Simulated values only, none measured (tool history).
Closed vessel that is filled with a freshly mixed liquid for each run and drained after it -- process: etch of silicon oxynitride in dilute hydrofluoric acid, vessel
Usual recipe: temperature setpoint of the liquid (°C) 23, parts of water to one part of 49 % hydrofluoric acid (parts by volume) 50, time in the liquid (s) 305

run    hour  temperature setpoint of the liquid (°C)  parts of water to one part of 49 % hydrofluoric acid (parts by volume)  time in the liquid (s)  read-back film thickness of the silicon oxynitride reference wafer, read on the same gauge (nm)  thickness taken off the silicon oxynitride on a monitor wafer (nm)
  1       0                                       23                                                                      50                     305                                                                                              130                                                                8.68
  2     100                                       23                                                                      50                     305                                                                                           129.96                                                                8.58
  3   197.3                                       23                                                                      50                     305                                                                                           129.97                                                                8.64
  4   283.1                                       23                                                                      50                     305                                                                                              130                                                                8.73
  5     367                                       21                                                                      50                     305                                                                                           130.02                                                                7.86
  6   455.5                                       21                                                                      50                     305                                                                                           130.03                                                                7.79
  7   540.4                                       21                                                                      50                     305                                                                                           129.95                                                                7.78
  8   601.9                                       23                                                                      30                     305                                                                                           129.97                                                               14.71
  9   693.5                                       23                                                                      30                     305                                                                                           129.99                                                               14.53
 10   760.7                                       23                                                                      30                     305                                                                                           130.02                                                               14.64
 11   809.4                                       23                                                                      50                     305                                                                                           130.04                                                                8.68
      840.9  -- gauge calibrated
        870  -- thermometer replaced
 12   883.8                                       23                                                                      50                     305                                                                                           129.98                                                                8.66
      902.3  -- hydrofluoric acid flow meter replaced
 13  1066.9                                       23                                                                      50                     305                                                                                           129.97                                                                8.61
 14  1114.1                                       28                                                                      60                     375                                                                                           129.97                                                               11.13
 15  1160.2                                       25                                                                      50                     305                                                                                           129.96                                                                9.63
 16  1237.9                                       19                                                                      50                     485                                                                                           129.99                                                               11.23
 17    1290                                       27                                                                      35                     385                                                                                              130                                                               19.25
 18  1367.9                                     19.5                                                                      65                     365                                                                                           129.99                                                                6.66
 19    1404                                       23                                                                      50                     305                                                                                              130                                                                8.66
 20  1509.5                                     19.5                                                                      65                     305                                                                                           130.01                                                                5.55
 21  1557.8                                     25.5                                                                      35                     400                                                                                              130                                                               18.46
 22  1624.1                                       23                                                                      50                     305                                                                                           129.97                                                                8.59
 23  1933.2                                       23                                                                      70                     305                                                                                              130                                                                6.11
 24    2009                                       26                                                                      65                     130                                                                                              130                                                                3.23
 25  2087.4                                       26                                                                      50                     305                                                                                              130                                                                  10

Branching from run 25: 4 alternative next runs. What would each branch give?
  A  2088.1                                       23                                                                      50                     305                                                                                                ?                                                                   ?
  B  2088.1                                     18.5                                                                      50                     305                                                                                                ?                                                                   ?
  C  2088.1                                     25.5                                                                      40                     375                                                                                                ?                                                                   ?
  D  2088.1                                       23                                                                      25                     305                                                                                                ?                                                                   ?

run  read-back film thickness of the silicon oxynitride reference wafer, read on the same gauge (nm)  thickness taken off the silicon oxynitride on a monitor wafer (nm)
  A                                                                                           129.98                                                                8.62
  B                                                                                           129.98                                                                6.89
  C                                                                                           129.98                                                                15.1
  D                                                                                           129.98                                                               17.55
The same runs, with their run-to-run variation unchanged, on a tool lacking any hidden condition would have given:
run  thickness taken off the silicon oxynitride on a monitor wafer (nm)
  A                                                                8.62
  B                                                                6.89
  C                                                                15.1
  D                                                               17.55

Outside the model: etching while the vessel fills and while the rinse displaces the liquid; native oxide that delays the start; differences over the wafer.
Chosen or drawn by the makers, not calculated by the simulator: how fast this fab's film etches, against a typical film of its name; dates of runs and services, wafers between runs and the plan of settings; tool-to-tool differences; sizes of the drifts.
